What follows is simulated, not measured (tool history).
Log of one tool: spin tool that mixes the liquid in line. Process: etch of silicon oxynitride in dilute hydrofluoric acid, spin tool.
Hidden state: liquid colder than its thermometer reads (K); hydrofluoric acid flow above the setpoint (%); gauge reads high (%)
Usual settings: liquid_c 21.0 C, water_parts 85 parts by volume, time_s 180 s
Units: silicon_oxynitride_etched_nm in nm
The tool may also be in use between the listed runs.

| run | hour | liquid_c | water_parts | time_s | wafers since the last listed run | hours since the thermometer was replaced | hours since the hydrofluoric acid flow meter was replaced | hours since the gauge calibration | read-back film thickness of the silicon oxynitride reference wafer, read on the same gauge (nm) | silicon_oxynitride_etched_nm |
|---|---|---|---|---|---|---|---|---|---|---|
| 1 | 0.0 | 21.0 | 85 | 180 | 0 | 1925.9 | 651.3 | 685.6 | 70.015 | 2.793 |
| 2 | 75.1 | 21.0 | 85 | 180 | 500 | 2001.0 | 726.4 | 760.7 | 70.008 | 2.807 |
| 3 | 112.7 | 21.0 | 85 | 180 | 250 | 2038.6 | 764.0 | 798.3 | 70.028 | 2.788 |
| 4 | 190.6 | 21.0 | 85 | 180 | 519 | 2116.5 | 841.9 | 876.2 | 70.030 | 2.769 |
|  | 491.4 | gauge calibrated |
| 5 | 499.1 | 21.0 | 85 | 180 | 2057 | 2425.0 | 1150.4 | 7.7 | 70.050 | 2.739 |
|  | 502.9 | thermometer replaced |
| 6 | 540.6 | 21.0 | 85 | 180 | 270 | 37.7 | 1191.9 | 49.2 | 69.984 | 2.598 |
| 7 | 626.0 | 21.0 | 85 | 180 | 569 | 123.1 | 1277.3 | 134.6 | 70.004 | 2.577 |
| 8 | 668.3 | 21.0 | 85 | 180 | 282 | 165.4 | 1319.6 | 176.9 | 69.988 | 2.604 |
|  | 685.3 | thermometer replaced, repeated, since the last time left the tool worse |
| 9 | 754.0 | 21.0 | 85 | 180 | 564 | 68.7 | 1405.3 | 262.6 | 69.977 | 2.954 |
| 10 | 815.7 | 25.0 | 85 | 180 | 411 | 130.4 | 1467.0 | 324.3 | 69.972 | 3.563 |
| 11 | 912.6 | 21.0 | 85 | 180 | 646 | 227.3 | 1563.9 | 421.2 | 70.023 | 2.918 |
| 12 | 997.6 | 24.5 | 85 | 70 | 566 | 312.3 | 1648.9 | 506.2 | 70.023 | 1.341 |
| 13 | 1088.9 | 21.0 | 85 | 180 | 608 | 403.6 | 1740.2 | 597.5 | 69.958 | 2.874 |
|  | 1111.3 | hydrofluoric acid flow meter replaced |
| 14 | 1179.0 | 19.0 | 85 | 235 | 594 | 493.7 | 67.7 | 687.6 | 70.031 | 3.490 |
| 15 | 1277.1 | 21.0 | 95 | 180 | 654 | 591.8 | 165.8 | 785.7 | 70.018 | 2.564 |
| 16 | 1339.0 | 21.0 | 85 | 180 | 412 | 653.7 | 227.7 | 847.6 | 69.992 | 2.862 |
| 17 | 1410.2 | 18.5 | 85 | 280 | 474 | 724.9 | 298.9 | 918.8 | 70.033 | 3.932 |

Run 18 comes next. What will it give?
|  | 1441.8 | gauge calibrated |
| 18 | 1480.6 | 23.5 | 115 | 180 | 469 | 795.3 | 369.3 | 38.8 | ? | ? |

{"run 18": {"read-back film thickness of the silicon oxynitride reference wafer, read on the same gauge (nm)": 69.982, "silicon_oxynitride_etched_nm": 2.346}}
Without the tool's hidden state the same run would have given silicon_oxynitride_etched_nm 2.433 nm.

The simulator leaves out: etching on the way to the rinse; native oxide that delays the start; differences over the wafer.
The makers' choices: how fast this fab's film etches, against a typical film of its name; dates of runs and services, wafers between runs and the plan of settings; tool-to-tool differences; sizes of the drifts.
